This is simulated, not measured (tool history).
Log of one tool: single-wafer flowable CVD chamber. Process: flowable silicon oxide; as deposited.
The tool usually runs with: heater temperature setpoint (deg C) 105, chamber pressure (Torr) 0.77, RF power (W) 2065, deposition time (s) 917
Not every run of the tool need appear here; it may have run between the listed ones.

run	day	heater temperature setpoint (deg C)	chamber pressure (Torr)	RF power (W)	deposition time (s)	wafers since the last listed run	hours since the last thermocouple change	hours since the last RF generator calibration	hours since the last manometer calibration	hours since the showerhead was replaced	hours since the gauge calibration	read-back reference wafer on the same gauge, thickness_nm	mean film thickness on the monitor wafer (nm)
1	0	105	0.77	2065	1013	0	615.9	1000.4	526.5	6800.5	493.1	483.072	518.546
2	1.138	105	0.77	2065	1013	78	643.2	1027.7	553.8	6827.8	520.4	482.098	519.399
3	2.483	105	0.77	2065	917	92	675.5	1060	586.1	6860.1	552.7	481.656	470.121
4	3.208	105	0.77	2065	917	49	692.9	1077.4	603.5	6877.5	570.1	482.013	468.378
5	4.158	105	0.77	2065	917	65	715.7	1100.2	626.3	6900.3	592.9	482.012	470.095
6	5.292	105	0.77	2065	1038	78	742.9	1127.4	653.5	6927.5	620.1	482.49	529.048
# day 6.854: showerhead replaced
7	8.912	105	0.77	2065	1038	226	829.8	1214.3	740.4	49.4	707	481.799	531.737
# day 9.671: gauge calibrated
8	10.308	105	0.77	2290	917	96	863.3	1247.8	773.9	82.9	15.3	482.704	475.468
9	11.258	105	0.634	2065	917	65	886.1	1270.6	796.7	105.7	38.1	481.792	388.074
10	11.862	105	0.77	2065	917	41	900.6	1285.1	811.2	120.2	52.6	482.222	469.472
11	12.946	105	0.77	2065	917	74	926.6	1311.1	837.2	146.2	78.6	482.065	468.374
12	14.167	112	0.77	2065	917	84	955.9	1340.4	866.5	175.5	107.9	481.836	362.828
13	15.617	105	0.927	1775	917	99	990.7	1375.2	901.3	210.3	142.7	481.566	555.823
14	16.433	105	0.77	2065	917	56	1010.3	1394.8	920.9	229.9	162.3	481.107	468.878
# day 17.304: capacitance manometer re-zeroed and calibrated
15	17.325	105	0.77	2315	917	38	1031.7	1416.2	0.5	251.3	183.7	482.584	476.084
16	17.725	105	0.632	2065	1086	27	1041.3	1425.8	10.1	260.9	193.3	481.921	458.081
17	18.992	105	0.77	2065	917	87	1071.7	1456.2	40.5	291.3	223.7	482.436	467.8
# day 19.771: RF generator calibrated
18	20.229	105	0.625	2065	917	62	1101.4	11	70.2	321	253.4	482.481	381.778
19	21.296	91	0.77	2065	917	73	1127	36.6	95.8	346.6	279	481.262	793.476
# day 22.333: thermocouple changed; heater temperature recalibrated
20	25.712	105	0.77	1915	972	281	81.1	142.6	201.8	452.6	385	481.992	495.463
21	26.721	95	0.77	2065	1039	69	105.3	166.8	226	476.8	409.2	481.269	774.35
22	27.421	90	0.86	2430	742	48	122.1	183.6	242.8	493.6	426	481.933	754.224
23	28.854	105	0.77	2065	917	98	156.5	218	277.2	528	460.4	482.909	468.638
24	30.25	105	0.961	2065	917	96	190	251.5	310.7	561.5	493.9	483.069	584.58
25	31.104	94	0.621	1655	782	58	210.5	272	331.2	582	514.4	481.682	476.102
26	32.592	105	0.77	2065	917	102	246.2	307.7	366.9	617.7	550.1	481.722	468.076
27	33.788	105	0.77	1915	972	82	274.9	336.4	395.6	646.4	578.8	482.4	495.385
28	35.017	105	0.589	2065	996	84	304.4	365.9	425.1	675.9	608.3	481.945	391.443

Below are 4 alternative next runs, each starting from the tool's condition after run 28. Predict each:
A	35.046	105	0.77	2065	917	2	305.1	366.6	425.8	676.6	609	?	?
B	35.046	97	0.77	2390	1063	2	305.1	366.6	425.8	676.6	609	?	?
C	35.046	105	0.77	2180	788	2	305.1	366.6	425.8	676.6	609	?	?
D	35.046	117	0.77	2065	1005	2	305.1	366.6	425.8	676.6	609	?	?

run	read-back reference wafer on the same gauge, thickness_nm	mean film thickness on the monitor wafer (nm)
A	482.024	466.1
B	482.024	742.322
C	482.024	402.736
D	482.024	331.322
What these runs would have given with no unlogged condition in the tool:
run	mean film thickness on the monitor wafer (nm)
A	466.1
B	742.322
C	402.736
D	331.322
